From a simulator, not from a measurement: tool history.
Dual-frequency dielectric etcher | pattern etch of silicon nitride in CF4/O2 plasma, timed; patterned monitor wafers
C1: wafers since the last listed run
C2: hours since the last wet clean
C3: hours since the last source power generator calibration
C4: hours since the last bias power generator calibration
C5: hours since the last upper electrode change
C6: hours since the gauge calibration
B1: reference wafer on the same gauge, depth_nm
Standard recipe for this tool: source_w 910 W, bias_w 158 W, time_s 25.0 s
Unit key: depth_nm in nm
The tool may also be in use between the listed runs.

Run 1, day 0.000: usual settings but source_w 1060 W; C1 0; C2 470.2; C3 3051.8; C4 3647.3; C5 3098.7; C6 248.6; B1 84.7. Result: depth_nm 101.3 nm.
Run 2, day 0.283: usual settings but source_w 1060 W; C1 80; C2 477.0; C3 3058.6; C4 3654.1; C5 3105.5; C6 255.4; B1 84.7. Result: depth_nm 100.9 nm.
Run 3, day 0.733: usual settings; C1 128; C2 487.8; C3 3069.4; C4 3664.9; C5 3116.3; C6 266.2; B1 84.7. Result: depth_nm 86.6 nm.
Run 4, day 1.338: usual settings; C1 172; C2 502.3; C3 3083.9; C4 3679.4; C5 3130.8; C6 280.7; B1 84.8. Result: depth_nm 86.4 nm.
Run 5, day 1.667: usual settings but bias_w 168 W; C1 93; C2 510.2; C3 3091.8; C4 3687.3; C5 3138.7; C6 288.6; B1 84.7. Result: depth_nm 89.2 nm.
Run 6, day 2.300: usual settings but bias_w 168 W; C1 180; C2 525.4; C3 3107.0; C4 3702.5; C5 3153.9; C6 303.8; B1 84.7. Result: depth_nm 89.0 nm.
Run 7, day 2.608: usual settings but bias_w 172 W, time_s 27.0 s; C1 87; C2 532.8; C3 3114.4; C4 3709.9; C5 3161.3; C6 311.2; B1 84.7. Result: depth_nm 96.5 nm.
Run 8, day 3.075: usual settings but bias_w 172 W, time_s 27.0 s; C1 133; C2 544.0; C3 3125.6; C4 3721.1; C5 3172.5; C6 322.4; B1 84.7. Result: depth_nm 97.7 nm.
Run 9, day 3.650: usual settings but bias_w 172 W, time_s 27.0 s; C1 164; C2 557.8; C3 3139.4; C4 3734.9; C5 3186.3; C6 336.2; B1 84.7. Result: depth_nm 96.8 nm.
Run 10, day 4.321: usual settings but bias_w 140 W; C1 191; C2 573.9; C3 3155.5; C4 3751.0; C5 3202.4; C6 352.3; B1 84.7. Result: depth_nm 81.0 nm.
Run 11, day 4.862: usual settings but bias_w 140 W; C1 154; C2 586.9; C3 3168.5; C4 3764.0; C5 3215.4; C6 365.3; B1 84.7. Result: depth_nm 81.5 nm.
At day 6.079: wet clean of the chamber.
Run 12, day 6.100: usual settings but bias_w 140 W; C1 67; C2 0.5; C3 3198.2; C4 3793.7; C5 3245.1; C6 395.0; B1 84.7. Result: depth_nm 84.4 nm.
Run 13, day 6.233: usual settings but time_s 31.0 s; C1 38; C2 3.7; C3 3201.4; C4 3796.9; C5 3248.3; C6 398.2; B1 84.7. Result: depth_nm 110.8 nm.
Run 14, day 6.842: usual settings but time_s 31.0 s; C1 173; C2 18.3; C3 3216.0; C4 3811.5; C5 3262.9; C6 412.8; B1 84.7. Result: depth_nm 111.1 nm.
Run 15, day 7.221: usual settings but time_s 22.5 s; C1 108; C2 27.4; C3 3225.1; C4 3820.6; C5 3272.0; C6 421.9; B1 84.7. Result: depth_nm 80.0 nm.
At day 7.458: gauge calibrated.
Run 16, day 7.629: usual settings but source_w 720 W, time_s 32.0 s; C1 116; C2 37.2; C3 3234.9; C4 3830.4; C5 3281.8; C6 4.1; B1 84.7. Result: depth_nm 88.9 nm.
Run 17, day 8.138: usual settings but source_w 1040 W, bias_w 186 W, time_s 23.0 s; C1 145; C2 49.4; C3 3247.1; C4 3842.6; C5 3294.0; C6 16.3; B1 84.7. Result: depth_nm 102.1 nm.
Run 18, day 8.862: usual settings but source_w 700 W, bias_w 169 W; C1 206; C2 66.8; C3 3264.5; C4 3860.0; C5 3311.4; C6 33.7; B1 84.7. Result: depth_nm 69.3 nm.
Run 19, day 9.196: usual settings but bias_w 174 W; C1 95; C2 74.8; C3 3272.5; C4 3868.0; C5 3319.4; C6 41.7; B1 84.7. Result: depth_nm 93.1 nm.
Run 20, day 9.621: usual settings but source_w 780 W, bias_w 147 W, time_s 29.5 s; C1 121; C2 85.0; C3 3282.7; C4 3878.2; C5 3329.6; C6 51.9; B1 84.8. Result: depth_nm 85.7 nm.
Run 21, day 9.925: usual settings; C1 86; C2 92.3; C3 3290.0; C4 3885.5; C5 3336.9; C6 59.2; B1 84.6. Result: depth_nm 89.5 nm.
At day 11.458: source power generator calibrated.
At day 11.688: upper electrode replaced.
At day 11.854: bias power generator calibrated.
Run 22, day 12.133: usual settings but source_w 1010 W, bias_w 198 W, time_s 27.0 s; C1 469; C2 145.3; C3 16.2; C4 6.7; C5 10.7; C6 112.2; B1 84.7. Result: depth_nm 118.2 nm.
Run 23, day 14.321: usual settings but time_s 32.0 s; C1 623; C2 197.8; C3 68.7; C4 59.2; C5 63.2; C6 164.7; B1 84.8. Result: depth_nm 112.6 nm.
Run 24, day 14.592: usual settings but source_w 720 W, time_s 32.0 s; C1 77; C2 204.3; C3 75.2; C4 65.7; C5 69.7; C6 171.2; B1 84.8. Result: depth_nm 88.3 nm.
Run 25, day 14.867: usual settings but source_w 1040 W; C1 78; C2 210.9; C3 81.8; C4 72.3; C5 76.3; C6 177.8; B1 84.7. Result: depth_nm 101.1 nm.
Run 26, day 15.246: usual settings; C1 108; C2 220.0; C3 90.9; C4 81.4; C5 85.4; C6 186.9; B1 84.7. Result: depth_nm 87.8 nm.
Run 27, day 15.542: usual settings but time_s 17.5 s; C1 84; C2 227.1; C3 98.0; C4 88.5; C5 92.5; C6 194.0; B1 84.6. Result: depth_nm 61.7 nm.
Run 28, day 16.012: usual settings but source_w 1110 W, bias_w 143 W, time_s 19.5 s; C1 134; C2 238.4; C3 109.3; C4 99.8; C5 103.8; C6 205.3; B1 84.7. Result: depth_nm 80.8 nm.
Run 29, day 16.729: usual settings; C1 204; C2 255.6; C3 126.5; C4 117.0; C5 121.0; C6 222.5; B1 84.7. Result: depth_nm 88.2 nm.
Run 30, day 17.125: usual settings but bias_w 173 W; C1 112; C2 265.1; C3 136.0; C4 126.5; C5 130.5; C6 232.0; B1 84.7. Result: depth_nm 92.0 nm.

Measured less the same run without the tool's hidden state. The same run-to-run variation is in both; the gauge's scatter may not be:
Hidden conditions of the tool in this case: etch rate over this chamber's usual, %; source power that arrives over what is set, %; bias power that arrives over what is set, %; gauge reads high (%).
run  depth_nm
  1      -2.7
  2      -2.7
  3      -2.4
  4      -2.5
  5      -2.6
  6      -2.6
  7      -3.0
  8      -3.1
  9      -3.2
 10      -2.7
 11      -2.8
 12      +0.6
 13      +0.8
 14      +0.7
 15      +0.4
 16      +0.5
 17      +0.4
 18      +0.2
 19      +0.3
 20      +0.2
 21      +0.1
 22      -0.2
 23      -0.5
 24      -0.5
 25      -0.6
 26      -0.6
 27      -0.4
 28      -0.6
 29      -0.7
 30      -0.8
